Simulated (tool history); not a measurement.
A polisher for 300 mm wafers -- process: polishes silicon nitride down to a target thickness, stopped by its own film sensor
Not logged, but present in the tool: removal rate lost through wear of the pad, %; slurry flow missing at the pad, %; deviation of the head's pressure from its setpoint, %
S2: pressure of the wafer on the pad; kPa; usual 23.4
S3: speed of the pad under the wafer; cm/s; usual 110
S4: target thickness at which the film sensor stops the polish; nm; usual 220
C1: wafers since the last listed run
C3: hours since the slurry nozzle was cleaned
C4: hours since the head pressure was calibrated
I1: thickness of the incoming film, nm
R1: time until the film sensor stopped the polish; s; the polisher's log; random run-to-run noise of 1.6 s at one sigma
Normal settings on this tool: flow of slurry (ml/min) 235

Run 1, day 0.000: usual settings but S2 16.5 kPa; C1 0; wafers polished on this pad 165; C3 776.9; C4 213.8; I1 396.1. Result: R1 117.0 s.
At day 0.521: slurry nozzle cleaned.
Run 2, day 3.938: usual settings but S2 16.5 kPa; C1 769; wafers polished on this pad 934; C3 82.0; C4 308.3; I1 402.2. Result: R1 123.1 s.
Run 3, day 6.800: usual settings but S2 16.5 kPa; C1 565; wafers polished on this pad 1499; C3 150.7; C4 377.0; I1 398.2. Result: R1 121.3 s.
At day 7.812: worn pad replaced by a new one.
Run 4, day 8.092: usual settings; C1 222; wafers polished on this pad 54; C3 181.7; C4 408.0; I1 406.5. Result: R1 95.4 s.
Run 5, day 10.608: usual settings; C1 496; wafers polished on this pad 551; C3 242.1; C4 468.4; I1 397.7. Result: R1 90.5 s.
Run 6, day 13.417: usual settings; C1 554; wafers polished on this pad 1106; C3 309.5; C4 535.8; I1 404.1. Result: R1 94.4 s.
Run 7, day 15.608: usual settings; C1 432; wafers polished on this pad 1538; C3 362.1; C4 588.4; I1 408.1. Result: R1 96.5 s.
Run 8, day 17.525: usual settings; C1 378; wafers polished on this pad 1917; C3 408.1; C4 634.4; I1 394.5. Result: R1 87.3 s.
At day 18.733: worn pad replaced by a new one.
Run 9, day 19.454: usual settings; C1 347; wafers polished on this pad 142; C3 454.4; C4 680.7; I1 404.5. Result: R1 93.5 s.
Run 10, day 23.938: usual settings but flow of slurry (ml/min) 290, S2 20.7 kPa, S4 278 nm; C1 885; wafers polished on this pad 1027; C3 562.0; C4 788.3; I1 397.7. Result: R1 65.3 s.
At day 24.412: head pressure recalibrated.
Run 11, day 25.575: usual settings but S3 98 cm/s, S4 184 nm; C1 306; wafers polished on this pad 1334; C3 601.3; C4 27.9; I1 398.0. Result: R1 145.9 s.
Run 12, day 27.388: usual settings but S4 255 nm; C1 357; wafers polished on this pad 1691; C3 644.8; C4 71.4; I1 407.3. Result: R1 93.9 s.
At day 28.454: worn pad replaced by a new one.
Run 13, day 29.667: usual settings but S3 134 cm/s, S4 199 nm; C1 417; wafers polished on this pad 239; C3 699.5; C4 126.1; I1 402.7. Result: R1 104.9 s.
At day 30.250: slurry nozzle cleaned.
Run 14, day 32.008: usual settings but S3 100 cm/s, S4 252 nm; C1 454; wafers polished on this pad 693; C3 42.2; C4 182.3; I1 396.2. Result: R1 92.4 s.
At day 32.783: head pressure recalibrated, repeated, since the last time left the tool worse.
Run 15, day 34.254: usual settings; C1 426; wafers polished on this pad 1120; C3 96.1; C4 35.3; I1 401.9. Result: R1 95.6 s.
At day 37.583: worn pad replaced by a new one.
Run 16, day 43.088: usual settings but S4 255 nm; C1 1711; wafers polished on this pad 1086; C3 308.1; C4 247.3; I1 397.8. Result: R1 74.5 s.
Run 17, day 44.192: usual settings; C1 218; wafers polished on this pad 1304; C3 334.6; C4 273.8; I1 403.3. Result: R1 96.0 s.
At day 46.571: worn pad replaced by a new one.
Run 18, day 46.921: usual settings but flow of slurry (ml/min) 270; C1 505; wafers polished on this pad 68; C3 400.1; C4 339.3; I1 402.3. Result: R1 93.6 s.
Run 19, day 48.517: usual settings but flow of slurry (ml/min) 165, S2 31.7 kPa, S3 86 cm/s, S4 271 nm; C1 315; wafers polished on this pad 384; C3 438.4; C4 377.6; I1 401.9. Result: R1 65.1 s.

Each row is a separate what-if for the run after 19, all from the same tool condition, not one after another. Results?
Run A, day 48.533: usual settings but S3 144 cm/s; C1 3; wafers polished on this pad 387; C3 438.8; C4 378.0; I1 398.0. Result: R1 ?.
Run B, day 48.533: usual settings but flow of slurry (ml/min) 270, S4 251 nm; C1 3; wafers polished on this pad 387; C3 438.8; C4 378.0; I1 398.0. Result: R1 ?.
Run C, day 48.533: usual settings but flow of slurry (ml/min) 160, S2 15.9 kPa, S3 72 cm/s, S4 245 nm; C1 3; wafers polished on this pad 387; C3 438.8; C4 378.0; I1 398.0. Result: R1 ?.
Run D, day 48.533: usual settings but flow of slurry (ml/min) 200; C1 3; wafers polished on this pad 387; C3 438.8; C4 378.0; I1 398.0. Result: R1 ?.

run     R1
  A   75.5
  B   75.5
  C  154.3
  D   94.0
Had the tool no hidden state, the same runs would have come out as:
run     R1
  A   79.7
  B   79.7
  C  162.9
  D   99.2
